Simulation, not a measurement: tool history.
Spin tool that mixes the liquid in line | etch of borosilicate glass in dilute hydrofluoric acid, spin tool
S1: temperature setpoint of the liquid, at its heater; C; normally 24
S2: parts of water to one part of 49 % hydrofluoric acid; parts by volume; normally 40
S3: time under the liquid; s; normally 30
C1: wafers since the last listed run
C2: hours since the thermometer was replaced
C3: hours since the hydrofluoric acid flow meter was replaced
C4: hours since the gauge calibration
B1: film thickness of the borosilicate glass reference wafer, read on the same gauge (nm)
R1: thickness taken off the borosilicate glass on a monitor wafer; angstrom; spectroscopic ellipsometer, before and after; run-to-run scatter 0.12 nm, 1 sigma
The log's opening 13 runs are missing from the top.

run	hour	S1	S2	S3	C1	C2	C3	C4	B1	R1
14	357	24	25	30	197	256.2	135.7	193.2	30	233.3
15	387.2	27	25	30	329	286.4	165.9	223.4	30.03	265.2
16	485.2	21.5	60	40	1069	384.4	263.9	321.4	30.1	113.3
17	508.6	27.5	40	45	255	407.8	287.3	344.8	30.1	249.8
18	530.2	21	40	30	235	429.4	308.9	366.4	30.15	128.8
19	544	24	40	30	150	443.2	322.7	380.2	30.14	145.8
20	570.9	24	40	30	293	470.1	349.6	407.1	30.18	145.7
21	596.5	21.5	50	15	279	495.7	375.2	432.7	30.18	51.8
22	611.1	28.5	30	30	159	510.3	389.8	447.3	30.22	235
23	628.1	24	50	50	185	527.3	406.8	464.3	30.21	191.1
24	651.1	22.5	55	30	251	550.3	429.8	487.3	30.27	98.4
25	666.9	28	40	30	172	566.1	445.6	503.1	30.26	173.1
26	679	22	25	30	132	578.2	457.7	515.2	30.27	221.1
27	696.2	24	40	30	187	595.4	474.9	532.4	30.28	146.4
28	784.6	24	40	15	964	683.8	563.3	620.8	30.45	75
29	802.2	24	60	30	192	701.4	580.9	638.4	30.45	95.6

Run 30 is up next; what results do you expect?
30	827.6	24	40	50	277	726.8	606.3	663.8	?	?

B1: 30.46
R1: 243.4 angstrom
With no hidden state in the tool, this same run would have given R1 239.6 angstrom.
